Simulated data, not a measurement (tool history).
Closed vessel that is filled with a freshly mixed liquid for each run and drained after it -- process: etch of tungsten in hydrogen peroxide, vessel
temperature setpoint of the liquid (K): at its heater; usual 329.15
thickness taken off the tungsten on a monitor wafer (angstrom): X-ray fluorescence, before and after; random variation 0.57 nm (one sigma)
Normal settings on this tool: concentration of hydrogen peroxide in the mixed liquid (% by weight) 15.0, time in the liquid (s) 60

run	hour	temperature setpoint of the liquid (K)	concentration of hydrogen peroxide in the mixed liquid (% by weight)	time in the liquid (s)	read-back film thickness of the tungsten reference wafer, read on the same gauge (nm)	thickness taken off the tungsten on a monitor wafer (angstrom)
1	0.0	329.15	15.0	60	89.98	1811.5
2	16.6	329.15	15.0	60	90.01	1798.1
3	33.0	329.15	15.0	60	90.01	1808.4
4	42.6	329.15	15.0	60	90.01	1808.2
5	50.5	329.15	15.0	60	90.01	1797.2
6	58.0	329.15	15.0	60	90.00	1797.8
7	72.9	329.15	15.0	60	90.01	1803.4
# hour 78.7: thermometer replaced
8	88.0	329.15	15.0	60	89.99	1794.3
9	99.7	338.15	15.0	60	89.98	3015.5
# hour 119.8: gauge calibrated
# hour 131.4: peroxide flow meter replaced
10	151.3	339.15	12.0	75	89.99	3564.8
11	159.7	329.15	17.5	60	89.99	1946.5
# hour 166.0: new drum of peroxide connected
12	169.9	332.65	15.0	80	90.03	2932.2
13	184.8	331.65	16.5	30	90.01	1097.9
14	201.5	336.65	15.0	85	89.99	3898.4
15	215.5	329.15	12.5	60	89.99	1639.5

5 ways to go on from here, each from the tool as it stands after run 15. What would each give?
A	216.2	329.15	15.0	60	?	?
B	216.2	329.15	18.5	45	?	?
C	216.2	326.15	16.5	45	?	?
D	216.2	332.15	17.5	60	?	?
E	216.2	329.15	16.5	60	?	?

run	read-back film thickness of the tungsten reference wafer, read on the same gauge (nm)	thickness taken off the tungsten on a monitor wafer (angstrom)
A	90.00	1799.5
B	90.00	1498.8
C	90.00	1184.3
D	90.00	2315.7
E	90.00	1887.3
Had the tool no hidden state, the same runs would have come out as:
run	thickness taken off the tungsten on a monitor wafer (angstrom)
A	1799.5
B	1498.8
C	1184.3
D	2315.7
E	1887.3
